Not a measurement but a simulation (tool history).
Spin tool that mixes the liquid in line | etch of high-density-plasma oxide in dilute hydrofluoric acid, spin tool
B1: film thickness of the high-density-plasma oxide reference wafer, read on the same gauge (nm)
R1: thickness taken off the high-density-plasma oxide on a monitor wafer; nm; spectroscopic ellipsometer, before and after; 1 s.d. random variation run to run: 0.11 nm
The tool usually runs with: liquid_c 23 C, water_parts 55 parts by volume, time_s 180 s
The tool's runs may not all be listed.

Run 1, day 0: usual settings but liquid_c 26.5 C; B1 79.95. Result: R1 19.18 nm.
Run 2, day 1.746: usual settings but liquid_c 26.5 C; B1 79.99. Result: R1 19.05 nm.
Run 3, day 3.104: usual settings but liquid_c 26.5 C; B1 79.98. Result: R1 18.93 nm.
Run 4, day 4.746: usual settings but time_s 240 s; B1 80.01. Result: R1 21.87 nm.
Run 5, day 8.167: usual settings but time_s 240 s; B1 80.01. Result: R1 21.83 nm.
Run 6, day 11.071: usual settings; B1 80. Result: R1 16.58 nm.
Run 7, day 13.371: usual settings; B1 80.04. Result: R1 16.48 nm.
Run 8, day 15.358: usual settings; B1 79.97. Result: R1 16.39 nm.
Run 9, day 17.408: usual settings but liquid_c 20.5 C; B1 79.99. Result: R1 14.62 nm.
Run 10, day 19.158: usual settings but liquid_c 20.5 C; B1 80.02. Result: R1 14.49 nm.
Run 11, day 20.617: usual settings but liquid_c 20.5 C; B1 80.01. Result: R1 14.47 nm.
Run 12, day 23.004: usual settings; B1 79.98. Result: R1 16.04 nm.
At day 24.854: hydrofluoric acid flow meter replaced.
Run 13, day 25.775: usual settings; B1 79.99. Result: R1 15.66 nm.
Run 14, day 27.196: usual settings; B1 79.96. Result: R1 15.55 nm.
Run 15, day 29.038: usual settings; B1 80.01. Result: R1 15.69 nm.
Run 16, day 30.475: usual settings but liquid_c 25 C; B1 79.98. Result: R1 16.86 nm.
Run 17, day 32.217: usual settings but liquid_c 21.5 C, time_s 95 s; B1 79.99. Result: R1 7.78 nm.
At day 33.233: gauge calibrated.
Run 18, day 34.458: usual settings but liquid_c 21.5 C, water_parts 85 parts by volume, time_s 270 s; B1 80. Result: R1 13.61 nm.
Run 19, day 36.012: usual settings; B1 80.04. Result: R1 15.37 nm.
At day 37.171: hydrofluoric acid flow meter replaced, repeated, since the last time left the tool worse.
Run 20, day 38.588: usual settings but liquid_c 18.5 C; B1 80.01. Result: R1 14.1 nm.
Run 21, day 41.275: usual settings; B1 79.94. Result: R1 17.04 nm.
Run 22, day 43.1: usual settings but liquid_c 25.5 C, water_parts 85 parts by volume, time_s 130 s; B1 79.98. Result: R1 8.47 nm.
Run 23, day 45.004: usual settings but liquid_c 25 C, water_parts 30 parts by volume, time_s 260 s; B1 79.96. Result: R1 50.17 nm.
Run 24, day 47.512: usual settings but water_parts 45 parts by volume; B1 80.02. Result: R1 20.96 nm.
At day 48.267: thermometer replaced.
Run 25, day 48.717: usual settings but liquid_c 19.5 C, water_parts 80 parts by volume, time_s 265 s; B1 80.03. Result: R1 14.38 nm.
Run 26, day 50.071: usual settings but liquid_c 21.5 C, time_s 95 s; B1 79.95. Result: R1 8.34 nm.
Run 27, day 52.279: usual settings but water_parts 35 parts by volume; B1 80. Result: R1 27.45 nm.
Run 28, day 55.092: usual settings but liquid_c 25 C, time_s 145 s; B1 80. Result: R1 14.69 nm.
Run 29, day 57.721: usual settings but liquid_c 26.5 C, time_s 90 s; B1 80.03. Result: R1 9.57 nm.
Run 30, day 60.608: usual settings but liquid_c 24.5 C, water_parts 65 parts by volume, time_s 145 s; B1 79.97. Result: R1 11.85 nm.
Run 31, day 61.842: usual settings; B1 80. Result: R1 16.55 nm.
Run 32, day 63.629: usual settings but liquid_c 25 C, time_s 145 s; B1 79.96. Result: R1 14.59 nm.

3 options for the next run, each taken on its own from the tool as it stands now. Forecast them:
Run A, day 63.65: usual settings; B1 ?. Result: R1 ?.
Run B, day 63.65: usual settings but liquid_c 26.5 C, water_parts 85 parts by volume, time_s 105 s; B1 ?. Result: R1 ?.
Run C, day 63.65: usual settings but liquid_c 27.5 C, water_parts 35 parts by volume, time_s 150 s; B1 ?. Result: R1 ?.

run     B1     R1
  A  80.01   16.5
  B  80.01   6.89
  C  80.01  26.72
With no hidden state in the tool, these same runs would have given:
run     R1
  A  17.02
  B   7.11
  C  27.55
